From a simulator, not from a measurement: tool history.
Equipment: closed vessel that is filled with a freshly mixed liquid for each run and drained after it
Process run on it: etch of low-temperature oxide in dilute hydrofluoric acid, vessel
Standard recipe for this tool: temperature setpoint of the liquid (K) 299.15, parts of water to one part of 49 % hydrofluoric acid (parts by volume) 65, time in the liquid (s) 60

| run | day | temperature setpoint of the liquid (K) | parts of water to one part of 49 % hydrofluoric acid (parts by volume) | time in the liquid (s) | wafers since the last listed run | hours since the thermometer was replaced | hours since the hydrofluoric acid flow meter was replaced | hours since the gauge calibration | read-back film thickness of the low-temperature oxide reference wafer, read on the same gauge (nm) | thickness taken off the low-temperature oxide on a monitor wafer (Å) |
|---|---|---|---|---|---|---|---|---|---|---|
| 1 | 0.000 | 299.15 | 65 | 60 | 0 | 1711.0 | 562.8 | 687.9 | 69.97 | 241.7 |
| 2 | 1.454 | 299.15 | 65 | 60 | 4820 | 1745.9 | 597.7 | 722.8 | 69.98 | 242.1 |
| 3 | 2.367 | 299.15 | 65 | 60 | 3024 | 1767.8 | 619.6 | 744.7 | 70.01 | 240.7 |
| 4 | 3.383 | 301.15 | 65 | 60 | 3370 | 1792.2 | 644.0 | 769.1 | 70.00 | 260.9 |
| 5 | 4.238 | 301.15 | 65 | 60 | 2831 | 1812.7 | 664.5 | 789.6 | 69.98 | 260.6 |
| 6 | 5.496 | 301.15 | 65 | 60 | 4171 | 1842.9 | 694.7 | 819.8 | 70.02 | 260.1 |
| 7 | 6.138 | 299.15 | 65 | 60 | 2127 | 1858.3 | 710.1 | 835.2 | 69.99 | 241.0 |
| 8 | 6.842 | 299.15 | 65 | 60 | 2334 | 1875.2 | 727.0 | 852.1 | 70.00 | 239.7 |
| 9 | 8.025 | 299.15 | 65 | 60 | 3922 | 1903.6 | 755.4 | 880.5 | 70.00 | 241.0 |
|  | 8.550 | hydrofluoric acid flow meter replaced |
| 10 | 9.408 | 299.15 | 65 | 60 | 4447 | 1936.8 | 20.6 | 913.7 | 70.03 | 248.1 |
| 11 | 10.217 | 299.15 | 65 | 60 | 2679 | 1956.2 | 40.0 | 933.1 | 70.03 | 247.4 |
| 12 | 11.092 | 299.15 | 65 | 60 | 2900 | 1977.2 | 61.0 | 954.1 | 69.99 | 248.9 |
| 13 | 12.112 | 298.15 | 45 | 60 | 3383 | 2001.7 | 85.5 | 978.6 | 70.00 | 352.8 |
|  | 12.917 | gauge calibrated |
| 14 | 13.083 | 298.15 | 45 | 60 | 3218 | 2025.0 | 108.8 | 4.0 | 70.00 | 354.0 |
|  | 13.558 | thermometer replaced |
| 15 | 14.204 | 299.15 | 80 | 60 | 3577 | 15.5 | 135.7 | 30.9 | 70.01 | 187.6 |
| 16 | 15.583 | 299.15 | 65 | 60 | 4571 | 48.6 | 168.8 | 64.0 | 69.96 | 237.3 |
| 17 | 16.533 | 295.15 | 90 | 45 | 3149 | 71.4 | 191.6 | 86.8 | 70.00 | 105.2 |
| 18 | 17.733 | 299.15 | 65 | 60 | 3977 | 100.2 | 220.4 | 115.6 | 70.01 | 233.9 |
| 19 | 18.850 | 299.15 | 45 | 30 | 3701 | 127.0 | 247.2 | 142.4 | 70.00 | 174.7 |
| 20 | 19.529 | 302.15 | 45 | 60 | 2251 | 143.3 | 263.5 | 158.7 | 70.01 | 394.4 |
| 21 | 21.000 | 296.15 | 45 | 50 | 4875 | 178.6 | 298.8 | 194.0 | 70.01 | 258.0 |
| 22 | 22.471 | 297.65 | 45 | 40 | 4875 | 213.9 | 334.1 | 229.3 | 70.01 | 219.0 |
| 23 | 23.646 | 303.65 | 50 | 95 | 3895 | 242.1 | 362.3 | 257.5 | 69.99 | 589.5 |
| 24 | 24.562 | 302.65 | 40 | 60 | 3038 | 264.1 | 384.3 | 279.5 | 70.00 | 454.2 |
| 25 | 25.204 | 296.15 | 50 | 95 | 2127 | 279.5 | 399.7 | 294.9 | 69.99 | 438.5 |
| 26 | 26.692 | 299.15 | 90 | 80 | 4930 | 315.2 | 435.4 | 330.6 | 70.01 | 218.4 |
| 27 | 27.996 | 299.15 | 40 | 60 | 4323 | 346.5 | 466.7 | 361.9 | 70.00 | 393.5 |
| 28 | 29.312 | 302.65 | 80 | 90 | 4364 | 378.1 | 498.3 | 393.5 | 70.01 | 318.7 |
| 29 | 29.858 | 299.15 | 65 | 60 | 1809 | 391.2 | 511.4 | 406.6 | 70.02 | 233.4 |
| 30 | 31.317 | 299.15 | 35 | 90 | 4834 | 426.2 | 546.4 | 441.6 | 69.97 | 677.7 |
|  | 32.450 | hydrofluoric acid flow meter replaced |
| 31 | 32.462 | 295.15 | 65 | 90 | 3660 | 453.7 | 0.3 | 469.1 | 70.01 | 304.7 |
| 32 | 33.021 | 297.15 | 65 | 60 | 1850 | 467.1 | 13.7 | 482.5 | 70.00 | 220.4 |
| 33 | 34.254 | 299.15 | 65 | 60 | 4088 | 496.7 | 43.3 | 512.1 | 69.96 | 239.4 |

3 ways to go on from here, each from the tool as it stands after run 33. What would each give?
| A | 34.283 | 299.15 | 65 | 60 | 96 | 497.4 | 44.0 | 512.8 | ? | ? |
| B | 34.283 | 295.15 | 75 | 60 | 96 | 497.4 | 44.0 | 512.8 | ? | ? |
| C | 34.283 | 294.65 | 40 | 80 | 96 | 497.4 | 44.0 | 512.8 | ? | ? |

| run | read-back film thickness of the low-temperature oxide reference wafer, read on the same gauge (nm) | thickness taken off the low-temperature oxide on a monitor wafer (Å) |
|---|---|---|
| A | 70.02 | 239.5 |
| B | 70.02 | 174.3 |
| C | 70.02 | 446.0 |
What these runs would have given with no unlogged condition in the tool:
| run | thickness taken off the low-temperature oxide on a monitor wafer (Å) |
|---|---|
| A | 236.7 |
| B | 172.2 |
| C | 440.4 |
